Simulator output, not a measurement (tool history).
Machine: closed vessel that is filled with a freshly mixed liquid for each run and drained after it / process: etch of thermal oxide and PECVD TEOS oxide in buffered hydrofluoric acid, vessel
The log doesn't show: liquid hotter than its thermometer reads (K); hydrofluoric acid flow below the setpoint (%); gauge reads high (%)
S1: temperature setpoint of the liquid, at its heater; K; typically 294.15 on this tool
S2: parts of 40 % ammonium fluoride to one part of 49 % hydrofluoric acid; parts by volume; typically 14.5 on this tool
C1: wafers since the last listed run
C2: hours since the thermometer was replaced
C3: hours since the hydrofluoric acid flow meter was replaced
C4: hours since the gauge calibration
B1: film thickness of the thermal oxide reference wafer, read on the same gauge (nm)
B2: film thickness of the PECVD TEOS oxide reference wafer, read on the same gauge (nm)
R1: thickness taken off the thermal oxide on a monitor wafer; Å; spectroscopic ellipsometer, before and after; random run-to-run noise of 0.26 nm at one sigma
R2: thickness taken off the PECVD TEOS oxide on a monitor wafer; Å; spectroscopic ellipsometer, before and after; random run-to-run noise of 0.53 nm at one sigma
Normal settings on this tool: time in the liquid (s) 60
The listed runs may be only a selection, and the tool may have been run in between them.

Run 1, hour 0.0: usual settings but time in the liquid (s) 50; C1 0; C2 621.7; C3 2116.9; C4 106.2; B1 120.03; B2 149.97. Result: R1 353.1 Å, R2 541.0 Å.
Run 2, hour 30.3: usual settings but time in the liquid (s) 50; C1 2321; C2 652.0; C3 2147.2; C4 136.5; B1 119.98; B2 149.98. Result: R1 353.4 Å, R2 540.8 Å.
Run 3, hour 41.8: usual settings but time in the liquid (s) 50; C1 881; C2 663.5; C3 2158.7; C4 148.0; B1 120.01; B2 149.99. Result: R1 354.1 Å, R2 550.8 Å.
Run 4, hour 51.9: usual settings but S2 10.5 parts by volume; C1 773; C2 673.6; C3 2168.8; C4 158.1; B1 119.98; B2 149.99. Result: R1 582.1 Å, R2 886.4 Å.
Run 5, hour 66.7: usual settings but S2 10.5 parts by volume; C1 1134; C2 688.4; C3 2183.6; C4 172.9; B1 120.00; B2 149.98. Result: R1 578.1 Å, R2 903.5 Å.
Run 6, hour 81.4: usual settings but S2 10.5 parts by volume; C1 1126; C2 703.1; C3 2198.3; C4 187.6; B1 120.03; B2 150.03. Result: R1 587.2 Å, R2 896.6 Å.
Run 7, hour 90.6: usual settings but time in the liquid (s) 70; C1 705; C2 712.3; C3 2207.5; C4 196.8; B1 119.98; B2 150.00. Result: R1 500.6 Å, R2 751.7 Å.
Run 8, hour 107.1: usual settings but time in the liquid (s) 70; C1 1264; C2 728.8; C3 2224.0; C4 213.3; B1 119.98; B2 150.00. Result: R1 496.1 Å, R2 750.8 Å.
Run 9, hour 120.0: usual settings but S1 291.65 K, time in the liquid (s) 40; C1 988; C2 741.7; C3 2236.9; C4 226.2; B1 119.96; B2 150.00. Result: R1 248.1 Å, R2 374.8 Å.
Run 10, hour 135.8: usual settings; C1 1210; C2 757.5; C3 2252.7; C4 242.0; B1 119.99; B2 149.99. Result: R1 425.1 Å, R2 658.2 Å.
At hour 152.0: thermometer replaced.
At hour 154.0: gauge calibrated.
Run 11, hour 180.6: usual settings; C1 3356; C2 28.6; C3 2297.5; C4 26.6; B1 120.03; B2 150.01. Result: R1 392.1 Å, R2 600.5 Å.
Run 12, hour 190.7: usual settings but S1 297.65 K, S2 10.5 parts by volume, time in the liquid (s) 75; C1 773; C2 38.7; C3 2307.6; C4 36.7; B1 120.00; B2 150.00. Result: R1 826.6 Å, R2 1249.8 Å.
Run 13, hour 201.6: usual settings but S1 297.65 K, time in the liquid (s) 50; C1 835; C2 49.6; C3 2318.5; C4 47.6; B1 120.00; B2 149.98. Result: R1 401.2 Å, R2 608.5 Å.
Run 14, hour 218.0: usual settings but S1 298.65 K, time in the liquid (s) 90; C1 1256; C2 66.0; C3 2334.9; C4 64.0; B1 120.01; B2 150.01. Result: R1 765.2 Å, R2 1160.2 Å.
At hour 219.2: hydrofluoric acid flow meter replaced.
Run 15, hour 271.9: usual settings but S1 291.15 K, S2 9.5 parts by volume, time in the liquid (s) 40; C1 4053; C2 119.9; C3 52.7; C4 117.9; B1 119.96; B2 150.02. Result: R1 333.8 Å, R2 511.0 Å.
Run 16, hour 279.0: usual settings; C1 544; C2 127.0; C3 59.8; C4 125.0; B1 119.99; B2 149.98. Result: R1 397.5 Å, R2 614.5 Å.
Run 17, hour 292.7: usual settings but S2 12.0 parts by volume, time in the liquid (s) 90; C1 1049; C2 140.7; C3 73.5; C4 138.7; B1 119.99; B2 150.02. Result: R1 723.6 Å, R2 1088.8 Å.
Run 18, hour 299.5: usual settings but S1 292.65 K, S2 16.0 parts by volume, time in the liquid (s) 70; C1 521; C2 147.5; C3 80.3; C4 145.5; B1 119.97; B2 150.02. Result: R1 390.9 Å, R2 600.6 Å.
Run 19, hour 313.1: usual settings but S1 292.65 K, S2 19.5 parts by volume, time in the liquid (s) 35; C1 1042; C2 161.1; C3 93.9; C4 159.1; B1 119.98; B2 150.03. Result: R1 162.5 Å, R2 250.6 Å.
Run 20, hour 354.3: usual settings; C1 3157; C2 202.3; C3 135.1; C4 200.3; B1 120.00; B2 149.99. Result: R1 405.7 Å, R2 623.6 Å.
Run 21, hour 370.2: usual settings but S1 290.15 K, S2 17.5 parts by volume, time in the liquid (s) 50; C1 1218; C2 218.2; C3 151.0; C4 216.2; B1 120.01; B2 150.03. Result: R1 224.8 Å, R2 342.4 Å.
Run 22, hour 378.2: usual settings; C1 613; C2 226.2; C3 159.0; C4 224.2; B1 119.97; B2 150.00. Result: R1 403.1 Å, R2 621.6 Å.

Hidden condition of the tool, last listed run before each entry between runs versus first listed run after:
After run 10, before run 11: thermometer replaced (hour 152.0); gauge calibrated (hour 154.0)
  liquid hotter than its thermometer reads (K): 1.81 -> 0.321
  measured minus no-state result, R1: +40.6 -> +6.9 Å; R2: +62.8 -> +10.5 Å
After run 14, before run 15: hydrofluoric acid flow meter replaced (hour 219.2)
  liquid hotter than its thermometer reads (K): 0.403 -> 0.521
  measured minus no-state result, R1: +16.3 -> +9.7 Å; R2: +24.8 -> +14.8 Å

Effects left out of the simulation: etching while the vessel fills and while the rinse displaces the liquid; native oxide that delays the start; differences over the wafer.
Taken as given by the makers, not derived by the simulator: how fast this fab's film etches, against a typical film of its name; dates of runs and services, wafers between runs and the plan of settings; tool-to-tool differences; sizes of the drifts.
